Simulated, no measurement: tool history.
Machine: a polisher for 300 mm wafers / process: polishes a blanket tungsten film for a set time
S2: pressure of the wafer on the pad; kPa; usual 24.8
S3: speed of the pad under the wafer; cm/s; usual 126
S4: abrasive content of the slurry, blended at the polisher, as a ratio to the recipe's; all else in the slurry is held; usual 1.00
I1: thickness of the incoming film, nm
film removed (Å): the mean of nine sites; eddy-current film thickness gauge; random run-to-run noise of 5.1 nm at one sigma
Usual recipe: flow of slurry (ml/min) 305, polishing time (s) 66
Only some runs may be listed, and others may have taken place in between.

{"run": 1, "hour": 0.0, "flow of slurry (ml/min)": 305, "S2": 24.8, "S3": 126, "S4": 1.0, "polishing time (s)": 77, "I1": 1399.0, "film removed (Å)": 3496}
{"run": 2, "hour": 48.5, "flow of slurry (ml/min)": 305, "S2": 24.8, "S3": 126, "S4": 1.0, "polishing time (s)": 77, "I1": 1388.8, "film removed (Å)": 3357}
{"hour": 59.3, "done": "slurry tank refilled with fresh slurry and peroxide"}
{"run": 3, "hour": 101.6, "flow of slurry (ml/min)": 305, "S2": 24.8, "S3": 126, "S4": 1.0, "polishing time (s)": 77, "I1": 1394.9, "film removed (Å)": 3263}
{"hour": 104.6, "done": "slurry blender recalibrated"}
{"hour": 127.6, "done": "head pressure recalibrated"}
{"run": 4, "hour": 137.4, "flow of slurry (ml/min)": 275, "S2": 24.8, "S3": 126, "S4": 1.0, "polishing time (s)": 66, "I1": 1411.7, "film removed (Å)": 2917}
{"hour": 168.4, "done": "worn pad replaced by a new one"}
{"run": 5, "hour": 178.9, "flow of slurry (ml/min)": 305, "S2": 24.8, "S3": 126, "S4": 1.0, "polishing time (s)": 66, "I1": 1415.7, "film removed (Å)": 3344}
{"run": 6, "hour": 220.1, "flow of slurry (ml/min)": 305, "S2": 24.8, "S3": 126, "S4": 1.0, "polishing time (s)": 66, "I1": 1388.2, "film removed (Å)": 3226}
{"run": 7, "hour": 258.5, "flow of slurry (ml/min)": 305, "S2": 24.8, "S3": 126, "S4": 1.0, "polishing time (s)": 66, "I1": 1411.0, "film removed (Å)": 3057}
{"run": 8, "hour": 313.4, "flow of slurry (ml/min)": 305, "S2": 24.8, "S3": 110, "S4": 1.0, "polishing time (s)": 66, "I1": 1417.6, "film removed (Å)": 2614}
{"hour": 330.0, "done": "slurry tank refilled with fresh slurry and peroxide"}
{"run": 9, "hour": 373.8, "flow of slurry (ml/min)": 305, "S2": 24.8, "S3": 126, "S4": 1.0, "polishing time (s)": 66, "I1": 1385.1, "film removed (Å)": 2827}
{"hour": 381.0, "done": "worn pad replaced by a new one"}
{"run": 10, "hour": 430.7, "flow of slurry (ml/min)": 305, "S2": 24.8, "S3": 126, "S4": 1.0, "polishing time (s)": 66, "I1": 1377.0, "film removed (Å)": 2931}
{"hour": 439.8, "done": "slurry blender recalibrated"}
{"hour": 447.6, "done": "slurry nozzle cleaned"}
{"run": 11, "hour": 487.2, "flow of slurry (ml/min)": 305, "S2": 24.8, "S3": 126, "S4": 1.0, "polishing time (s)": 66, "I1": 1367.4, "film removed (Å)": 3024}
{"run": 12, "hour": 536.7, "flow of slurry (ml/min)": 305, "S2": 24.8, "S3": 126, "S4": 1.0, "polishing time (s)": 66, "I1": 1422.7, "film removed (Å)": 2923}
{"hour": 586.7, "done": "slurry tank refilled with fresh slurry and peroxide"}
{"hour": 612.3, "done": "worn pad replaced by a new one"}
{"run": 13, "hour": 697.2, "flow of slurry (ml/min)": 305, "S2": 20.0, "S3": 112, "S4": 0.75, "polishing time (s)": 83, "I1": 1397.8, "film removed (Å)": 2470}
{"run": 14, "hour": 737.5, "flow of slurry (ml/min)": 305, "S2": 31.0, "S3": 126, "S4": 0.75, "polishing time (s)": 66, "I1": 1404.4, "film removed (Å)": 3275}
{"run": 15, "hour": 764.5, "flow of slurry (ml/min)": 305, "S2": 24.8, "S3": 126, "S4": 1.0, "polishing time (s)": 66, "I1": 1403.1, "film removed (Å)": 2756}
{"hour": 770.6, "done": "head pressure recalibrated"}
{"hour": 818.5, "done": "slurry blender recalibrated"}
{"run": 16, "hour": 834.2, "flow of slurry (ml/min)": 305, "S2": 29.0, "S3": 126, "S4": 1.0, "polishing time (s)": 66, "I1": 1389.2, "film removed (Å)": 3498}
{"hour": 839.8, "done": "worn pad replaced by a new one"}
{"hour": 855.4, "done": "slurry tank refilled with fresh slurry and peroxide"}
{"run": 17, "hour": 866.8, "flow of slurry (ml/min)": 305, "S2": 20.7, "S3": 126, "S4": 1.15, "polishing time (s)": 66, "I1": 1431.0, "film removed (Å)": 2894}
{"run": 18, "hour": 906.5, "flow of slurry (ml/min)": 305, "S2": 24.8, "S3": 126, "S4": 1.0, "polishing time (s)": 66, "I1": 1398.3, "film removed (Å)": 3131}
{"hour": 908.8, "done": "slurry nozzle cleaned"}
{"run": 19, "hour": 945.1, "flow of slurry (ml/min)": 305, "S2": 24.8, "S3": 126, "S4": 0.85, "polishing time (s)": 66, "I1": 1397.5, "film removed (Å)": 2923}
{"run": 20, "hour": 993.0, "flow of slurry (ml/min)": 350, "S2": 24.8, "S3": 126, "S4": 1.0, "polishing time (s)": 66, "I1": 1399.7, "film removed (Å)": 3088}
{"run": 21, "hour": 1026.3, "flow of slurry (ml/min)": 305, "S2": 24.8, "S3": 126, "S4": 1.0, "polishing time (s)": 66, "I1": 1399.3, "film removed (Å)": 2994}
{"hour": 1046.2, "done": "worn pad replaced by a new one"}
{"hour": 1086.4, "done": "slurry tank refilled with fresh slurry and peroxide"}
{"run": 22, "hour": 1097.3, "flow of slurry (ml/min)": 305, "S2": 24.8, "S3": 126, "S4": 0.75, "polishing time (s)": 66, "I1": 1385.7, "film removed (Å)": 2752}
{"hour": 1133.5, "done": "slurry blender recalibrated"}
{"run": 23, "hour": 1152.8, "flow of slurry (ml/min)": 350, "S2": 24.8, "S3": 110, "S4": 1.0, "polishing time (s)": 66, "I1": 1408.4, "film removed (Å)": 2643}
{"run": 24, "hour": 1208.3, "flow of slurry (ml/min)": 305, "S2": 24.8, "S3": 126, "S4": 1.0, "polishing time (s)": 66, "I1": 1418.8, "film removed (Å)": 3051}

What would each run have given without the hidden state, its run-to-run variation left as it was?
The hidden state here: removal rate lost through wear of the pad, %; slurry flow missing at the pad, %; deviation of the head's pressure from its setpoint, %; abrasive missing from the slurry, %; peroxide lost from the slurry, %.
run=1 film_removed_(Å)=4033
run=2 film_removed_(Å)=4065
run=3 film_removed_(Å)=4118
run=4 film_removed_(Å)=3459
run=5 film_removed_(Å)=3466
run=6 film_removed_(Å)=3518
run=7 film_removed_(Å)=3445
run=8 film_removed_(Å)=3044
run=9 film_removed_(Å)=3388
run=10 film_removed_(Å)=3357
run=11 film_removed_(Å)=3397
run=12 film_removed_(Å)=3353
run=13 film_removed_(Å)=2822
run=14 film_removed_(Å)=3862
run=15 film_removed_(Å)=3319
run=16 film_removed_(Å)=4007
run=17 film_removed_(Å)=3018
run=18 film_removed_(Å)=3398
run=19 film_removed_(Å)=3258
run=20 film_removed_(Å)=3528
run=21 film_removed_(Å)=3467
run=22 film_removed_(Å)=3069
run=23 film_removed_(Å)=2945
run=24 film_removed_(Å)=3472
